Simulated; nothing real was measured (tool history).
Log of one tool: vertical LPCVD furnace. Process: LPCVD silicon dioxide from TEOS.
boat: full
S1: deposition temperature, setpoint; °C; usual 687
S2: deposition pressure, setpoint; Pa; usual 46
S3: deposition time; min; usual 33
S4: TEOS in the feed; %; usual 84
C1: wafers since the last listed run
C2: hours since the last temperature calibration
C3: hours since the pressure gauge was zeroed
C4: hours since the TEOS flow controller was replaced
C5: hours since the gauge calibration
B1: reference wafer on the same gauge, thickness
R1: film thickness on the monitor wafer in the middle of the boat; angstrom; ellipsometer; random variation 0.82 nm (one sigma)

{"run": 1, "day": 0.0, "S1": 687, "S2": 46, "S3": 33, "S4": 84, "C1": 0, "C2": 4521.4, "C3": 2953.1, "C4": 4353, "C5": 227.3, "B1": 166, "R1": 2266.4}
{"run": 2, "day": 0.988, "S1": 690, "S2": 46, "S3": 33, "S4": 84, "C1": 393, "C2": 4545.1, "C3": 2976.8, "C4": 4376.7, "C5": 251, "B1": 165.93, "R1": 2444.2}
{"run": 3, "day": 1.554, "S1": 687, "S2": 46, "S3": 33, "S4": 92, "C1": 225, "C2": 4558.7, "C3": 2990.4, "C4": 4390.3, "C5": 264.6, "B1": 165.93, "R1": 2390.3}
{"run": 4, "day": 2.758, "S1": 687, "S2": 46, "S3": 33, "S4": 92, "C1": 479, "C2": 4587.6, "C3": 3019.3, "C4": 4419.2, "C5": 293.5, "B1": 166.03, "R1": 2363.4}
{"run": 5, "day": 3.558, "S1": 687, "S2": 46, "S3": 33, "S4": 91, "C1": 318, "C2": 4606.8, "C3": 3038.5, "C4": 4438.4, "C5": 312.7, "B1": 165.98, "R1": 2373.9}
{"run": 6, "day": 4.271, "S1": 687, "S2": 46, "S3": 33, "S4": 91, "C1": 283, "C2": 4623.9, "C3": 3055.6, "C4": 4455.5, "C5": 329.8, "B1": 166.12, "R1": 2361.5}
{"run": 7, "day": 5.492, "S1": 687, "S2": 46, "S3": 33, "S4": 91, "C1": 486, "C2": 4653.2, "C3": 3084.9, "C4": 4484.8, "C5": 359.1, "B1": 165.98, "R1": 2361.5}
{"run": 8, "day": 6.529, "S1": 682, "S2": 46, "S3": 33, "S4": 77, "C1": 413, "C2": 4678.1, "C3": 3109.8, "C4": 4509.7, "C5": 384, "B1": 165.89, "R1": 1927}
{"run": 9, "day": 7.375, "S1": 682, "S2": 46, "S3": 33, "S4": 77, "C1": 337, "C2": 4698.4, "C3": 3130.1, "C4": 4530, "C5": 404.3, "B1": 166.11, "R1": 1933.8}
{"run": 10, "day": 8.492, "S1": 687, "S2": 54.7, "S3": 40, "S4": 84, "C1": 445, "C2": 4725.2, "C3": 3156.9, "C4": 4556.8, "C5": 431.1, "B1": 165.95, "R1": 3004.8}
{"run": 11, "day": 9.008, "S1": 687, "S2": 54.7, "S3": 40, "S4": 84, "C1": 205, "C2": 4737.6, "C3": 3169.3, "C4": 4569.2, "C5": 443.5, "B1": 165.96, "R1": 3017.8}
{"run": 12, "day": 9.796, "S1": 687, "S2": 54, "S3": 33, "S4": 84, "C1": 313, "C2": 4756.5, "C3": 3188.2, "C4": 4588.1, "C5": 462.4, "B1": 166.14, "R1": 2457.9}
{"run": 13, "day": 11.033, "S1": 687, "S2": 46, "S3": 33, "S4": 91, "C1": 493, "C2": 4786.2, "C3": 3217.9, "C4": 4617.8, "C5": 492.1, "B1": 165.88, "R1": 2372.8}
{"run": 14, "day": 12.058, "S1": 699, "S2": 46, "S3": 33, "S4": 97, "C1": 408, "C2": 4810.8, "C3": 3242.5, "C4": 4642.4, "C5": 516.7, "B1": 166.01, "R1": 3252}
{"day": 13.946, "done": "TEOS flow controller replaced"}
{"run": 15, "day": 13.967, "S1": 687, "S2": 46, "S3": 33, "S4": 84, "C1": 361, "C2": 4856.6, "C3": 3288.3, "C4": 0.5, "C5": 562.5, "B1": 166, "R1": 2284}
{"run": 16, "day": 14.262, "S1": 687, "S2": 46, "S3": 22.5, "S4": 96, "C1": 117, "C2": 4863.7, "C3": 3295.4, "C4": 7.6, "C5": 569.6, "B1": 165.98, "R1": 1661.8}
{"run": 17, "day": 15.008, "S1": 687, "S2": 46, "S3": 33, "S4": 92, "C1": 297, "C2": 4881.6, "C3": 3313.3, "C4": 25.5, "C5": 587.5, "B1": 165.98, "R1": 2390.7}
{"run": 18, "day": 15.771, "S1": 687, "S2": 40.7, "S3": 29, "S4": 70, "C1": 303, "C2": 4899.9, "C3": 3331.6, "C4": 43.8, "C5": 605.8, "B1": 166.19, "R1": 1730.1}
{"run": 19, "day": 17.225, "S1": 687, "S2": 52, "S3": 33, "S4": 84, "C1": 579, "C2": 4934.8, "C3": 3366.5, "C4": 78.7, "C5": 640.7, "B1": 166.01, "R1": 2424}
{"day": 18.942, "done": "thermocouples replaced and temperature profile calibrated"}
{"run": 20, "day": 18.962, "S1": 683, "S2": 46, "S3": 46, "S4": 84, "C1": 293, "C2": 0.5, "C3": 3408.2, "C4": 120.4, "C5": 682.4, "B1": 166.12, "R1": 2641.8}
{"day": 21.154, "done": "gauge calibrated"}
{"day": 21.488, "done": "pressure gauge zeroed"}
{"run": 21, "day": 22.004, "S1": 687, "S2": 46, "S3": 36.5, "S4": 77, "C1": 813, "C2": 73.5, "C3": 12.4, "C4": 193.4, "C5": 20.4, "B1": 165.97, "R1": 2191.9}
{"run": 22, "day": 23.188, "S1": 679, "S2": 34.7, "S3": 24.5, "S4": 84, "C1": 471, "C2": 101.9, "C3": 40.8, "C4": 221.8, "C5": 48.8, "B1": 166.06, "R1": 1105.5}
{"run": 23, "day": 24.304, "S1": 687, "S2": 46, "S3": 33, "S4": 84, "C1": 445, "C2": 128.7, "C3": 67.6, "C4": 248.6, "C5": 75.6, "B1": 165.97, "R1": 2074.8}
{"run": 24, "day": 24.996, "S1": 687, "S2": 46, "S3": 33, "S4": 84, "C1": 275, "C2": 145.3, "C3": 84.2, "C4": 265.2, "C5": 92.2, "B1": 165.98, "R1": 2087.1}
{"run": 25, "day": 26.208, "S1": 687, "S2": 42, "S3": 39, "S4": 97, "C1": 483, "C2": 174.4, "C3": 113.3, "C4": 294.3, "C5": 121.3, "B1": 166, "R1": 2528.3}
{"run": 26, "day": 27.296, "S1": 687, "S2": 46, "S3": 33, "S4": 76, "C1": 433, "C2": 200.5, "C3": 139.4, "C4": 320.4, "C5": 147.4, "B1": 165.97, "R1": 1985.2}
{"run": 27, "day": 28.483, "S1": 681, "S2": 56.7, "S3": 45, "S4": 84, "C1": 473, "C2": 229, "C3": 167.9, "C4": 348.9, "C5": 175.9, "B1": 166.03, "R1": 2735.2}
{"run": 28, "day": 29.504, "S1": 687, "S2": 46, "S3": 33, "S4": 96, "C1": 406, "C2": 253.5, "C3": 192.4, "C4": 373.4, "C5": 200.4, "B1": 166.02, "R1": 2231.8}
{"run": 29, "day": 30.812, "S1": 687, "S2": 46, "S3": 33, "S4": 84, "C1": 521, "C2": 284.9, "C3": 223.8, "C4": 404.8, "C5": 231.8, "B1": 166.03, "R1": 2103}
{"run": 30, "day": 31.812, "S1": 687, "S2": 51.3, "S3": 33, "S4": 94, "C1": 398, "C2": 308.9, "C3": 247.8, "C4": 428.8, "C5": 255.8, "B1": 166.02, "R1": 2355.1}
{"run": 31, "day": 32.721, "S1": 687, "S2": 50.7, "S3": 33, "S4": 74, "C1": 361, "C2": 330.7, "C3": 269.6, "C4": 450.6, "C5": 277.6, "B1": 165.97, "R1": 2063.8}
{"run": 32, "day": 33.471, "S1": 687, "S2": 46, "S3": 33, "S4": 84, "C1": 298, "C2": 348.7, "C3": 287.6, "C4": 468.6, "C5": 295.6, "B1": 165.98, "R1": 2091.2}

Forecast each of these 3 alternatives for the next run:
{"run": "A", "day": 33.696, "S1": 687, "S2": 46, "S3": 33, "S4": 84, "C1": 89, "C2": 354.1, "C3": 293, "C4": 474, "C5": 301, "B1": "?", "R1": "?"}
{"run": "B", "day": 33.696, "S1": 697, "S2": 35.3, "S3": 33, "S4": 93, "C1": 89, "C2": 354.1, "C3": 293, "C4": 474, "C5": 301, "B1": "?", "R1": "?"}
{"run": "C", "day": 33.696, "S1": 697, "S2": 36.7, "S3": 33, "S4": 84, "C1": 89, "C2": 354.1, "C3": 293, "C4": 474, "C5": 301, "B1": "?", "R1": "?"}

run=A B1=166.1 R1=2086.7
run=B B1=166.1 R1=2437
run=C B1=166.1 R1=2359.4
Without the tool's hidden state the same runs would have given:
run=A R1=2057
run=B R1=2403.1
run=C R1=2326.5

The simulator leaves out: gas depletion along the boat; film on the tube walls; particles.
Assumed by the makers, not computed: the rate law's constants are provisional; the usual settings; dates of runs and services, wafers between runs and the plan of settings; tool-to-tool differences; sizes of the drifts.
